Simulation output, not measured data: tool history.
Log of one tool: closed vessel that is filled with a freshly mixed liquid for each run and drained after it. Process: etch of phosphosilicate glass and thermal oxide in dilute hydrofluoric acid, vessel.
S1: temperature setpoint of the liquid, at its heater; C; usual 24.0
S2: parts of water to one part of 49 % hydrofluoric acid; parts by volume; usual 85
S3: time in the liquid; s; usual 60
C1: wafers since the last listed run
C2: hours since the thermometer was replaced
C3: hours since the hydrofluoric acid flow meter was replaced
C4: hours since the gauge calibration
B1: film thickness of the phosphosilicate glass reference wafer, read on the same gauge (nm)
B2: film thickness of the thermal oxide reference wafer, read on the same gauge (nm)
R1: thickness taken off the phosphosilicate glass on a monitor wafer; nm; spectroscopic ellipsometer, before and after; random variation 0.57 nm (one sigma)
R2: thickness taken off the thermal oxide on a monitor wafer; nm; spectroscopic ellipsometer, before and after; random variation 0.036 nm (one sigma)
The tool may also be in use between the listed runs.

Run 1, day 0.000: usual settings but S1 20.5 C, S2 65 parts by volume; C1 0; C2 10.4; C3 21.8; C4 645.0; B1 89.99; B2 39.999. Result: R1 124.49 nm, R2 3.833 nm.
Run 2, day 0.662: usual settings; C1 1081; C2 26.3; C3 37.7; C4 660.9; B1 89.98; B2 40.017. Result: R1 107.31 nm, R2 3.400 nm.
Run 3, day 0.938: usual settings; C1 448; C2 32.9; C3 44.3; C4 667.5; B1 89.99; B2 40.006. Result: R1 107.63 nm, R2 3.357 nm.
At day 1.388: gauge calibrated.
Run 4, day 1.579: usual settings; C1 1047; C2 48.3; C3 59.7; C4 4.6; B1 90.00; B2 39.992. Result: R1 108.19 nm, R2 3.279 nm.
Run 5, day 2.846: usual settings; C1 2067; C2 78.7; C3 90.1; C4 35.0; B1 90.02; B2 40.018. Result: R1 107.02 nm, R2 3.290 nm.
Run 6, day 3.329: usual settings but S1 21.5 C, S3 50 s; C1 788; C2 90.3; C3 101.7; C4 46.6; B1 90.01; B2 40.026. Result: R1 81.24 nm, R2 2.506 nm.
Run 7, day 3.988: usual settings; C1 1074; C2 106.1; C3 117.5; C4 62.4; B1 90.00; B2 40.013. Result: R1 108.46 nm, R2 3.251 nm.
Run 8, day 4.262: usual settings; C1 448; C2 112.7; C3 124.1; C4 69.0; B1 90.03; B2 39.985. Result: R1 106.92 nm, R2 3.251 nm.
Run 9, day 4.912: usual settings; C1 1060; C2 128.3; C3 139.7; C4 84.6; B1 89.98; B2 40.037. Result: R1 107.23 nm, R2 3.352 nm.
Run 10, day 5.575: usual settings but S1 22.0 C, S2 110 parts by volume; C1 1081; C2 144.2; C3 155.6; C4 100.5; B1 89.99; B2 40.049. Result: R1 73.71 nm, R2 2.256 nm.
Run 11, day 5.979: usual settings but S3 40 s; C1 659; C2 153.9; C3 165.3; C4 110.2; B1 90.01; B2 39.980. Result: R1 71.72 nm, R2 2.232 nm.
Run 12, day 6.450: usual settings but S1 28.0 C, S2 115 parts by volume, S3 75 s; C1 768; C2 165.2; C3 176.6; C4 121.5; B1 90.01; B2 39.979. Result: R1 111.14 nm, R2 3.390 nm.
Run 13, day 7.129: usual settings but S2 100 parts by volume; C1 1108; C2 181.5; C3 192.9; C4 137.8; B1 89.97; B2 40.003. Result: R1 88.77 nm, R2 2.729 nm.
Run 14, day 9.250: usual settings; C1 3461; C2 232.4; C3 243.8; C4 188.7; B1 89.98; B2 39.994. Result: R1 106.68 nm, R2 3.278 nm.
Run 15, day 9.742: usual settings; C1 802; C2 244.2; C3 255.6; C4 200.5; B1 90.02; B2 40.018. Result: R1 107.37 nm, R2 3.282 nm.
Run 16, day 10.408: usual settings but S2 115 parts by volume, S3 90 s; C1 1088; C2 260.2; C3 271.6; C4 216.5; B1 90.02; B2 40.026. Result: R1 114.60 nm, R2 3.523 nm.
Run 17, day 10.800: usual settings but S3 45 s; C1 639; C2 269.6; C3 281.0; C4 225.9; B1 90.00; B2 39.986. Result: R1 80.32 nm, R2 2.487 nm.
Run 18, day 11.325: usual settings but S1 21.5 C, S2 60 parts by volume, S3 30 s; C1 856; C2 282.2; C3 293.6; C4 238.5; B1 89.99; B2 39.996. Result: R1 70.93 nm, R2 2.171 nm.
Run 19, day 12.075: usual settings but S1 19.0 C, S3 40 s; C1 1224; C2 300.2; C3 311.6; C4 256.5; B1 89.99; B2 39.998. Result: R1 58.15 nm, R2 1.847 nm.
Run 20, day 12.388: usual settings but S1 20.0 C, S2 125 parts by volume, S3 70 s; C1 510; C2 307.7; C3 319.1; C4 264.0; B1 90.02; B2 40.009. Result: R1 69.08 nm, R2 2.153 nm.
Run 21, day 13.038: usual settings but S2 120 parts by volume; C1 1060; C2 323.3; C3 334.7; C4 279.6; B1 89.98; B2 40.007. Result: R1 72.86 nm, R2 2.238 nm.
Run 22, day 13.325: usual settings but S2 65 parts by volume, S3 30 s; C1 469; C2 330.2; C3 341.6; C4 286.5; B1 89.98; B2 40.005. Result: R1 71.57 nm, R2 2.235 nm.
Run 23, day 14.017: usual settings but S1 27.0 C, S2 100 parts by volume, S3 35 s; C1 1128; C2 346.8; C3 358.2; C4 303.1; B1 89.98; B2 39.983. Result: R1 58.44 nm, R2 1.832 nm.
Run 24, day 14.317: usual settings but S1 20.0 C, S2 110 parts by volume, S3 50 s; C1 489; C2 354.0; C3 365.4; C4 310.3; B1 90.02; B2 39.979. Result: R1 56.92 nm, R2 1.752 nm.
Run 25, day 15.112: usual settings but S2 70 parts by volume, S3 50 s; C1 1299; C2 373.1; C3 384.5; C4 329.4; B1 90.01; B2 40.008. Result: R1 110.30 nm, R2 3.405 nm.

Forecast each of these 5 alternatives for the next run:
Run A, day 15.142: usual settings but S2 60 parts by volume; C1 47; C2 373.8; C3 385.2; C4 330.1; B1 ?; B2 ?. Result: R1 ?, R2 ?.
Run B, day 15.142: usual settings but S1 22.5 C, S2 70 parts by volume, S3 30 s; C1 47; C2 373.8; C3 385.2; C4 330.1; B1 ?; B2 ?. Result: R1 ?, R2 ?.
Run C, day 15.142: usual settings but S2 110 parts by volume; C1 47; C2 373.8; C3 385.2; C4 330.1; B1 ?; B2 ?. Result: R1 ?, R2 ?.
Run D, day 15.142: usual settings but S1 27.0 C, S2 105 parts by volume; C1 47; C2 373.8; C3 385.2; C4 330.1; B1 ?; B2 ?. Result: R1 ?, R2 ?.
Run E, day 15.142: usual settings but S1 19.5 C, S2 65 parts by volume, S3 30 s; C1 47; C2 373.8; C3 385.2; C4 330.1; B1 ?; B2 ?. Result: R1 ?, R2 ?.

run     B1      B2      R1     R2
  A  90.00  39.989  157.35  4.840
  B  90.00  39.989   62.62  1.926
  C  90.00  39.989   80.60  2.479
  D  90.00  39.989   95.47  2.937
  E  90.00  39.989   59.88  1.842
Without the tool's hidden state the same runs would have given:
run      R1     R2
  A  157.35  4.840
  B   62.62  1.926
  C   80.60  2.479
  D   95.47  2.937
  E   59.88  1.842
